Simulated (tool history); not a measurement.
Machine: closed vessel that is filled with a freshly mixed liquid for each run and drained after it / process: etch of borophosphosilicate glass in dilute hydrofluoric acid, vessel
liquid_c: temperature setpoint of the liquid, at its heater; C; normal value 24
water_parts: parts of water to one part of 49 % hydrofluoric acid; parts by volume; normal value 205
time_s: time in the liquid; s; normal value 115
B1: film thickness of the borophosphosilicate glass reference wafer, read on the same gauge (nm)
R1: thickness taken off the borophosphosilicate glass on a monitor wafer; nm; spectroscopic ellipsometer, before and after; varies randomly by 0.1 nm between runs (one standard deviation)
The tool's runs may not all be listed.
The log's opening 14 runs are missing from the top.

Run 15, hour 919.3: usual settings; B1 39.98. Result: R1 24.6 nm.
At hour 974.4: hydrofluoric acid flow meter replaced.
Run 16, hour 981: usual settings but liquid_c 26 C, water_parts 130 parts by volume, time_s 75 s; B1 40.01. Result: R1 28.88 nm.
Run 17, hour 1081: usual settings; B1 39.98. Result: R1 23.9 nm.
Run 18, hour 1177.8: usual settings but liquid_c 26 C, time_s 95 s; B1 40.05. Result: R1 21.29 nm.
Run 19, hour 1269.6: usual settings but water_parts 250 parts by volume, time_s 185 s; B1 39.98. Result: R1 30.35 nm.
Run 20, hour 1314.7: usual settings but liquid_c 21 C, water_parts 240 parts by volume, time_s 90 s; B1 39.97. Result: R1 13.76 nm.
Run 21, hour 1410.1: usual settings but liquid_c 27 C, water_parts 300 parts by volume; B1 40.06. Result: R1 16.49 nm.
At hour 1452.1: thermometer replaced.
Run 22, hour 1472.7: usual settings but liquid_c 21 C, water_parts 240 parts by volume, time_s 90 s; B1 40. Result: R1 13.91 nm.
Run 23, hour 1510.4: usual settings but liquid_c 28 C; B1 40.04. Result: R1 27.76 nm.
Run 24, hour 1605.7: usual settings but liquid_c 28.5 C, water_parts 255 parts by volume; B1 39.97. Result: R1 21.45 nm.
Run 25, hour 1653.3: usual settings but liquid_c 27 C, water_parts 280 parts by volume, time_s 165 s; B1 40. Result: R1 25.93 nm.
Run 26, hour 1739: usual settings but liquid_c 21 C, water_parts 240 parts by volume, time_s 90 s; B1 39.97. Result: R1 13.96 nm.
Run 27, hour 1819.4: usual settings; B1 40.03. Result: R1 24.03 nm.
Run 28, hour 1926.6: usual settings but liquid_c 22 C, water_parts 165 parts by volume, time_s 135 s; B1 40.02. Result: R1 34.28 nm.
Run 29, hour 2011.4: usual settings but water_parts 250 parts by volume, time_s 185 s; B1 39.97. Result: R1 30.63 nm.
Run 30, hour 2048: usual settings but liquid_c 20 C, time_s 160 s; B1 39.97. Result: R1 29.02 nm.
Run 31, hour 2119.9: usual settings but liquid_c 28.5 C, water_parts 130 parts by volume; B1 40. Result: R1 49.49 nm.
Run 32, hour 2275.7: usual settings but liquid_c 27.5 C, water_parts 175 parts by volume, time_s 175 s; B1 40.03. Result: R1 51.11 nm.

Below are 4 alternative next runs, each starting from the tool's condition after run 32. Predict each:
Run A, hour 2276.4: usual settings; B1 ?. Result: R1 ?.
Run B, hour 2276.4: usual settings but liquid_c 28.5 C, time_s 140 s; B1 ?. Result: R1 ?.
Run C, hour 2276.4: usual settings but liquid_c 19.5 C, time_s 45 s; B1 ?. Result: R1 ?.
Run D, hour 2276.4: usual settings but liquid_c 26 C, time_s 175 s; B1 ?. Result: R1 ?.

run     B1     R1
  A  40.01  24.33
  B  40.01  34.83
  C  40.01   8.03
  D  40.01  39.83
Without the tool's hidden state the same runs would have given:
run     R1
  A  23.78
  B  34.02
  C   7.85
  D  38.91

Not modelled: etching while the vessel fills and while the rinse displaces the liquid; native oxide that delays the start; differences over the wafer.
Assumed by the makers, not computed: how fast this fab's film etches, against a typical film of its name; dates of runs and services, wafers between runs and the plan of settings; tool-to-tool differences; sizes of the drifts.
